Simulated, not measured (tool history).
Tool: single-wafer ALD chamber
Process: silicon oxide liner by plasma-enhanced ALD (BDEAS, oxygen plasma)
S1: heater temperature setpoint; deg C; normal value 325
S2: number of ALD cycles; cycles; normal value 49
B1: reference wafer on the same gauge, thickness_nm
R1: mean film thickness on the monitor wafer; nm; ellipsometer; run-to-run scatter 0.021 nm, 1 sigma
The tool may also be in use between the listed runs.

run,day,S1,S2,B1,R1
1,0,325,49,4.403,4.69
# day 3.55: gauge calibrated
2,7.617,325,49,4.459,4.814
3,9.417,330,49,4.451,4.734
4,11.792,330,49,4.439,4.703
5,13.692,330,49,4.44,4.727
6,15.867,332,49,4.433,4.74
7,18.471,332,49,4.422,4.687
8,20.912,332,49,4.419,4.69
# day 22.721: thermocouple changed; heater temperature recalibrated
9,22.742,325,52,4.409,5.049
10,26.725,330,49,4.398,4.686
11,39.992,335,57,4.357,5.364
12,41.592,321,57,4.355,5.473
# day 42.108: gauge calibrated
13,45.829,315,59,4.46,5.878
14,48.221,315,55,4.454,5.437
15,49.846,325,40,4.448,3.897
16,53.3,316,43,4.439,4.29
17,66.121,325,45,4.397,4.332
18,69.9,325,49,4.385,4.702

Per-run results on a tool with no hidden state, each run keeping its own random variation:
What the log doesn't record here: wafer temperature above the value expected at the setpoint (K); gauge reads high (%).
run,R1
1,4.776
2,4.839
3,4.765
4,4.741
5,4.772
6,4.792
7,4.747
8,4.758
9,5.129
10,4.773
11,5.515
12,5.632
13,5.904
14,5.471
15,3.925
16,4.332
17,4.413
18,4.802
